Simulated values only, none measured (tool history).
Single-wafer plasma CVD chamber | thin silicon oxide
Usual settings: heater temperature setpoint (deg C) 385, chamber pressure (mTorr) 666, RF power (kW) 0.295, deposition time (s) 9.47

run   hour  heater temperature setpoint (deg C)  chamber pressure (mTorr)  RF power (kW)  deposition time (s)  read-back reference wafer on the same gauge, thickness_nm  mean film thickness on the monitor wafer (nm)
  1    0.0                                  378                       666          0.255                 9.47                                                     11.001                                         11.683
  2   26.8                                  378                       666          0.255                 9.47                                                     11.008                                         11.691
  3   55.2                                  385                       666          0.295                 9.47                                                     11.005                                         12.314
      67.3  -- showerhead replaced
  4   68.5                                  385                       666          0.295                 9.47                                                     10.996                                         12.339
  5   89.0                                  385                       666          0.295                 9.47                                                     11.005                                         12.303
  6  110.5                                  391                       666          0.295                 9.47                                                     11.001                                         12.196
     133.8  -- thermocouple changed; heater temperature recalibrated
  7  134.3                                  391                       666          0.295                 9.47                                                     11.003                                         12.242
  8  155.2                                  391                       666          0.295                 9.47                                                     11.003                                         12.243
  9  189.1                                  385                       666          0.295                 9.47                                                     11.009                                         12.237
     218.0  -- gauge calibrated
 10  218.1                                  397                       666          0.250                10.85                                                     11.012                                         12.965
 11  230.4                                  385                       666          0.325                 9.47                                                     10.998                                         12.670
 12  263.5                                  385                       666          0.295                 9.47                                                     11.001                                         12.272
 13  299.2                                  385                       666          0.295                 9.47                                                     11.004                                         12.183
 14  321.6                                  393                       666          0.260                 9.47                                                     10.997                                         11.589
 15  342.4                                  375                       666          0.295                 9.47                                                     10.999                                         12.290
 16  366.1                                  372                       592          0.270                 9.47                                                     11.003                                         10.830
 17  389.1                                  378                       532          0.325                 9.47                                                     11.007                                         10.602
 18  413.3                                  391                       581          0.255                 8.79                                                     10.992                                          9.555
     492.3  -- RF generator calibrated
 19  506.5                                  385                       666          0.260                10.36                                                     10.996                                         13.019
 20  522.9                                  385                       666          0.265                 9.47                                                     11.000                                         11.932
 21  536.4                                  390                       666          0.295                 8.57                                                     10.999                                         11.230
     546.6  -- capacitance manometer re-zeroed and calibrated
 22  565.7                                  385                       666          0.235                 9.47                                                     11.016                                         12.255

The next listed run, before its measurement:
 23  587.9                                  372                       780          0.295                 8.65                                                          ?                                              ?

{"run 23": {"read-back reference wafer on the same gauge, thickness_nm": 11.012, "mean film thickness on the monitor wafer (nm)": 14.032}}
Without the tool's hidden state the same run would have given mean film thickness on the monitor wafer (nm) 14.246.

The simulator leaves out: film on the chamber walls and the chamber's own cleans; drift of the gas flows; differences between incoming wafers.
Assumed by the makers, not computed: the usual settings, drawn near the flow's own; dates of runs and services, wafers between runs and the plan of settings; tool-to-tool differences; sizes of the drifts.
